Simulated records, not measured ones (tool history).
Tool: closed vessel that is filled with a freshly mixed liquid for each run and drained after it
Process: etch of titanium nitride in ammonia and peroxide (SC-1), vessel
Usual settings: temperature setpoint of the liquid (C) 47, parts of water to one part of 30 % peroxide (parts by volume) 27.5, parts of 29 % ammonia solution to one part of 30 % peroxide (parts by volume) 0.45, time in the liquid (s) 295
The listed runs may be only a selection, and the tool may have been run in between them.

run,hour,temperature setpoint of the liquid (C),parts of water to one part of 30 % peroxide (parts by volume),parts of 29 % ammonia solution to one part of 30 % peroxide (parts by volume),time in the liquid (s),wafers since the last listed run,hours since the thermometer was replaced,hours since the ammonia flow meter was replaced,hours since the drum of ammonia solution was connected,hours since the gauge calibration,"read-back film thickness of the titanium nitride reference wafer, read on the same gauge (nm)",thickness taken off the titanium nitride on a monitor wafer (angstrom)
1,0,47,24,0.3,295,0,849.2,363.7,848.6,71.3,29.7,92.6
2,48.2,47,24,0.3,295,2382,897.4,411.9,896.8,119.5,29.63,91.4
3,112.8,47,27.5,0.45,295,3192,962,476.5,961.4,184.1,29.55,91.8
4,173.7,47,27.5,0.45,295,3009,1022.9,537.4,1022.3,245,29.49,91.4
# hour 200.2: ammonia flow meter replaced
5,203.4,47,27.5,0.45,295,1418,1052.6,3.2,1052,274.7,29.46,92
6,247.3,47,27.5,0.45,295,2169,1096.5,47.1,1095.9,318.6,29.4,91.3
# hour 254.9: thermometer replaced
# hour 272.6: new drum of ammonia solution connected
7,281.5,47,27.5,0.45,360,1591,26.6,81.3,8.9,352.8,29.4,111.7
8,315,41,23.5,0.4,420,1655,60.1,114.8,42.4,386.3,29.37,90.1
9,357.1,47,27.5,0.45,240,2080,102.2,156.9,84.5,428.4,29.4,74.1
10,398.7,47,27.5,0.45,295,2055,143.8,198.5,126.1,470,29.34,91.3
11,426.8,47,20.5,0.45,295,1388,171.9,226.6,154.2,498.1,29.38,107.8
# hour 463.2: gauge calibrated
12,494.7,39,27.5,0.45,295,3355,239.8,294.5,222.1,31.5,29.9,51.8
13,546.6,47,27.5,0.45,295,2564,291.7,346.4,274,83.4,29.8,93.2
14,612.1,52,27.5,0.45,415,3237,357.2,411.9,339.5,148.9,29.66,183.5

Here are 4 independent what-if runs from the current tool condition. What would each one return?
A,612.8,47,27.5,0.45,295,34,357.9,412.6,340.2,149.6,?,?
B,612.8,42,23.5,0.3,240,34,357.9,412.6,340.2,149.6,?,?
C,612.8,47,16,0.35,295,34,357.9,412.6,340.2,149.6,?,?
D,612.8,47,27.5,0.3,295,34,357.9,412.6,340.2,149.6,?,?

run,"read-back film thickness of the titanium nitride reference wafer, read on the same gauge (nm)",thickness taken off the titanium nitride on a monitor wafer (angstrom)
A,29.63,92.2
B,29.63,52.9
C,29.63,119.3
D,29.63,85.3
What these runs would have given with no unlogged condition in the tool:
run,thickness taken off the titanium nitride on a monitor wafer (angstrom)
A,93.4
B,53.6
C,120.7
D,86.4
